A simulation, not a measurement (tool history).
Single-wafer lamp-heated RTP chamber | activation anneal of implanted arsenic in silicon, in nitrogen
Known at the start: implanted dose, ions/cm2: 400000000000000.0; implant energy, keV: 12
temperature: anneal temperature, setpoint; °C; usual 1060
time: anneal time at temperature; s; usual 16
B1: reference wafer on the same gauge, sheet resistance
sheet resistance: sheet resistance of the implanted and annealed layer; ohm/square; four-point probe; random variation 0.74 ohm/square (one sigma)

run 1 hour=0.0 | temperature=1082 time=16 | B1=226.58 | sheet_resistance=253.90
run 2 hour=36.6 | temperature=1060 time=16 | B1=226.97 | sheet_resistance=260.15
run 3 hour=80.1 | temperature=1060 time=16 | B1=226.82 | sheet_resistance=260.46
run 4 hour=121.9 | temperature=1060 time=16 | B1=226.92 | sheet_resistance=258.59
run 5 hour=294.1 | temperature=1060 time=16 | B1=226.91 | sheet_resistance=260.38
-- hour=346.8 pyrometer window cleaned and pyrometer calibrated
run 6 hour=473.7 | temperature=1060 time=16 | B1=226.97 | sheet_resistance=260.24
run 7 hour=637.4 | temperature=1042 time=14 | B1=226.91 | sheet_resistance=266.04
run 8 hour=682.1 | temperature=1060 time=22 | B1=226.86 | sheet_resistance=254.65
run 9 hour=734.2 | temperature=1060 time=22 | B1=227.03 | sheet_resistance=253.87
-- hour=752.8 reflector plate cleaned
-- hour=803.6 pyrometer window cleaned and pyrometer calibrated
run 10 hour=804.1 | temperature=1060 time=22 | B1=226.85 | sheet_resistance=257.38
run 11 hour=861.7 | temperature=1060 time=16 | B1=226.97 | sheet_resistance=260.29
run 12 hour=891.4 | temperature=1060 time=16 | B1=227.04 | sheet_resistance=260.52
run 13 hour=962.4 | temperature=1060 time=16 | B1=226.92 | sheet_resistance=260.02
run 14 hour=997.5 | temperature=1068 time=16 | B1=227.13 | sheet_resistance=256.39
run 15 hour=1054.9 | temperature=1060 time=16 | B1=226.83 | sheet_resistance=258.91
run 16 hour=1126.3 | temperature=1060 time=16 | B1=226.79 | sheet_resistance=259.54
run 17 hour=1173.4 | temperature=1060 time=16 | B1=226.84 | sheet_resistance=258.10
-- hour=1219.9 pyrometer window cleaned and pyrometer calibrated
run 18 hour=1244.9 | temperature=1060 time=24 | B1=227.29 | sheet_resistance=256.43
run 19 hour=1287.2 | temperature=1060 time=25 | B1=227.14 | sheet_resistance=255.23
run 20 hour=1315.0 | temperature=1060 time=16 | B1=227.26 | sheet_resistance=261.22
run 21 hour=1344.3 | temperature=1046 time=16 | B1=227.05 | sheet_resistance=264.76
run 22 hour=1400.2 | temperature=1040 time=6 | B1=227.11 | sheet_resistance=275.94
-- hour=1464.8 gauge calibrated
run 23 hour=1465.6 | temperature=1035 time=25 | B1=226.92 | sheet_resistance=261.90
run 24 hour=1505.2 | temperature=1060 time=16 | B1=226.73 | sheet_resistance=259.24
run 25 hour=1568.6 | temperature=1042 time=23 | B1=227.10 | sheet_resistance=258.79
-- hour=1599.8 reflector plate cleaned
run 26 hour=1634.6 | temperature=1044 time=12 | B1=227.05 | sheet_resistance=267.26
run 27 hour=1687.0 | temperature=1042 time=25 | B1=226.86 | sheet_resistance=256.93
-- hour=1721.0 pyrometer window cleaned and pyrometer calibrated
run 28 hour=1724.2 | temperature=1060 time=16 | B1=227.10 | sheet_resistance=262.14
run 29 hour=1755.0 | temperature=1031 time=9 | B1=226.94 | sheet_resistance=276.33
run 30 hour=1912.9 | temperature=1085 time=21 | B1=226.99 | sheet_resistance=248.04
run 31 hour=1965.1 | temperature=1082 time=22 | B1=226.85 | sheet_resistance=248.63
run 32 hour=2017.2 | temperature=1081 time=24 | B1=226.82 | sheet_resistance=246.66
run 33 hour=2058.9 | temperature=1071 time=16 | B1=227.10 | sheet_resistance=255.18
run 34 hour=2093.4 | temperature=1060 time=7 | B1=226.84 | sheet_resistance=268.33
run 35 hour=2120.4 | temperature=1060 time=11 | B1=226.77 | sheet_resistance=262.51
run 36 hour=2158.4 | temperature=1060 time=23 | B1=227.06 | sheet_resistance=253.40

Hidden state or all else? Some run-to-run changes of sheet resistance, split into what the settings, what came in and random variation would give without the hidden state, and what is left for the hidden state (with any gauge scatter that isn't in both results):
The hidden state here: true wafer temperature minus pyrometer reading, K; wafer temperature error from the tarnished reflector plate, K; gauge reads high (%).
Run 9 -> 10: reflector plate cleaned, pyrometer window cleaned and pyrometer calibrated. sheet resistance +3.51 ohm/square: hidden state +4.02, all else -0.51.
Run 17 -> 18: time 16 -> 24, pyrometer window cleaned and pyrometer calibrated. sheet resistance -1.67 ohm/square: hidden state +2.90, all else -4.57.
Run 22 -> 23: temperature 1040 -> 1035, time 6 -> 25, gauge calibrated. sheet resistance -14.04 ohm/square: hidden state -1.74, all else -12.30.
Run 27 -> 28: temperature 1042 -> 1060, time 25 -> 16, pyrometer window cleaned and pyrometer calibrated. sheet resistance +5.21 ohm/square: hidden state +3.85, all else +1.36.
Run 28 -> 29: temperature 1060 -> 1031, time 16 -> 9. sheet resistance +14.19 ohm/square: hidden state -0.32, all else +14.51.
Run 29 -> 30: temperature 1031 -> 1085, time 9 -> 21. sheet resistance -28.29 ohm/square: hidden state -2.63, all else -25.66.
